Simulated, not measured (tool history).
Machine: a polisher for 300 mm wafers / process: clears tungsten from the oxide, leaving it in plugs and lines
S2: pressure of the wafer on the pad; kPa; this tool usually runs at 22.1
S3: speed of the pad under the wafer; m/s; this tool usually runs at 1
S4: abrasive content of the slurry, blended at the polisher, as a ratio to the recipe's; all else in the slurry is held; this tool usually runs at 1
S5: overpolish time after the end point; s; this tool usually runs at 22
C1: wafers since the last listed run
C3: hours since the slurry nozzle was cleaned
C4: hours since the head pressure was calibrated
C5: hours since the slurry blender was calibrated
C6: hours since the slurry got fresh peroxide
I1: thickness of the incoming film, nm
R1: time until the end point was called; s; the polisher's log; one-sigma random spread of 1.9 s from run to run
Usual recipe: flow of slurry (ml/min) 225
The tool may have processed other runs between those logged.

run 1 hour=0 | flow_of_slurry_(ml/min)=225 S2=22.1 S3=1 S4=1 S5=22 | C1=0 wafers_polished_on_this_pad=598 C3=311.4 C4=1090.3 C5=223.7 C6=38 | I1=540.5 | R1=121.6
run 2 hour=9.8 | flow_of_slurry_(ml/min)=225 S2=22.1 S3=1 S4=1 S5=22 | C1=56 wafers_polished_on_this_pad=654 C3=321.2 C4=1100.1 C5=233.5 C6=47.8 | I1=537.1 | R1=122.5
run 3 hour=26.7 | flow_of_slurry_(ml/min)=225 S2=22.1 S3=1 S4=1 S5=22 | C1=96 wafers_polished_on_this_pad=751 C3=338.1 C4=1117 C5=250.4 C6=64.7 | I1=541 | R1=126.8
-- hour=28.8 slurry tank refilled with fresh slurry and peroxide
run 4 hour=43.7 | flow_of_slurry_(ml/min)=225 S2=22.1 S3=1 S4=1 S5=26 | C1=91 wafers_polished_on_this_pad=843 C3=355.1 C4=1134 C5=267.4 C6=14.9 | I1=535.6 | R1=122.3
run 5 hour=59.5 | flow_of_slurry_(ml/min)=225 S2=22.1 S3=1 S4=1.2 S5=22 | C1=90 wafers_polished_on_this_pad=933 C3=370.9 C4=1149.8 C5=283.2 C6=30.7 | I1=540.6 | R1=120.6
run 6 hour=74.4 | flow_of_slurry_(ml/min)=225 S2=22.1 S3=1 S4=1.2 S5=22 | C1=85 wafers_polished_on_this_pad=1018 C3=385.8 C4=1164.7 C5=298.1 C6=45.6 | I1=542 | R1=118.3
run 7 hour=90.7 | flow_of_slurry_(ml/min)=225 S2=22.1 S3=1 S4=1.2 S5=22 | C1=93 wafers_polished_on_this_pad=1111 C3=402.1 C4=1181 C5=314.4 C6=61.9 | I1=535.9 | R1=120.4
run 8 hour=97.2 | flow_of_slurry_(ml/min)=225 S2=22.1 S3=1 S4=1 S5=22 | C1=37 wafers_polished_on_this_pad=1148 C3=408.6 C4=1187.5 C5=320.9 C6=68.4 | I1=534.5 | R1=124.4
-- hour=100 slurry tank refilled with fresh slurry and peroxide
-- hour=104.6 head pressure recalibrated
run 9 hour=111.3 | flow_of_slurry_(ml/min)=225 S2=22.1 S3=1 S4=1 S5=22 | C1=63 wafers_polished_on_this_pad=1212 C3=422.7 C4=6.7 C5=335 C6=11.3 | I1=531.1 | R1=128
-- hour=115.5 slurry nozzle cleaned
run 10 hour=120.3 | flow_of_slurry_(ml/min)=225 S2=22.1 S3=1 S4=1 S5=22 | C1=45 wafers_polished_on_this_pad=1258 C3=4.8 C4=15.7 C5=344 C6=20.3 | I1=539.5 | R1=129.3
run 11 hour=128.2 | flow_of_slurry_(ml/min)=225 S2=22.1 S3=1 S4=1 S5=22 | C1=45 wafers_polished_on_this_pad=1303 C3=12.7 C4=23.6 C5=351.9 C6=28.2 | I1=540.8 | R1=127.1
-- hour=133.6 worn pad replaced by a new one
run 12 hour=146.1 | flow_of_slurry_(ml/min)=225 S2=22.1 S3=1 S4=1 S5=22 | C1=79 wafers_polished_on_this_pad=71 C3=30.6 C4=41.5 C5=369.8 C6=46.1 | I1=528.1 | R1=128.4
run 13 hour=166.3 | flow_of_slurry_(ml/min)=225 S2=25.5 S3=1 S4=1 S5=10 | C1=115 wafers_polished_on_this_pad=186 C3=50.8 C4=61.7 C5=390 C6=66.3 | I1=538 | R1=118
-- hour=168.2 slurry tank refilled with fresh slurry and peroxide
run 14 hour=178.5 | flow_of_slurry_(ml/min)=225 S2=22.1 S3=1 S4=1 S5=22 | C1=64 wafers_polished_on_this_pad=250 C3=63 C4=73.9 C5=402.2 C6=10.3 | I1=539.5 | R1=135.1
-- hour=191.7 slurry blender recalibrated
run 15 hour=192.2 | flow_of_slurry_(ml/min)=225 S2=29.6 S3=1 S4=1 S5=29 | C1=66 wafers_polished_on_this_pad=317 C3=76.7 C4=87.6 C5=0.5 C6=24 | I1=533.5 | R1=103.3
-- hour=204.3 worn pad replaced by a new one, repeated, since the last time left the tool worse
run 16 hour=206.6 | flow_of_slurry_(ml/min)=250 S2=18.6 S3=0.86 S4=1.15 S5=22 | C1=59 wafers_polished_on_this_pad=13 C3=91.1 C4=102 C5=14.9 C6=38.4 | I1=542.5 | R1=149.8
run 17 hour=213.9 | flow_of_slurry_(ml/min)=225 S2=18.6 S3=1 S4=1 S5=22 | C1=41 wafers_polished_on_this_pad=54 C3=98.4 C4=109.3 C5=22.2 C6=45.7 | I1=542.6 | R1=141.9
run 18 hour=225.7 | flow_of_slurry_(ml/min)=165 S2=22.1 S3=1 S4=1 S5=11 | C1=67 wafers_polished_on_this_pad=122 C3=110.2 C4=121.1 C5=34 C6=57.5 | I1=547.8 | R1=126.7

Run 19, settings as shown, results not yet in. Your forecast:
run 19 hour=234 | flow_of_slurry_(ml/min)=225 S2=22.1 S3=0.7 S4=1.25 S5=31 | C1=47 wafers_polished_on_this_pad=169 C3=118.5 C4=129.4 C5=42.3 C6=65.8 | I1=538.2 | R1=?

R1: 150.2 s
Were there no unlogged condition in the tool, this run, its random variation unchanged, would have produced R1 146.2 s.

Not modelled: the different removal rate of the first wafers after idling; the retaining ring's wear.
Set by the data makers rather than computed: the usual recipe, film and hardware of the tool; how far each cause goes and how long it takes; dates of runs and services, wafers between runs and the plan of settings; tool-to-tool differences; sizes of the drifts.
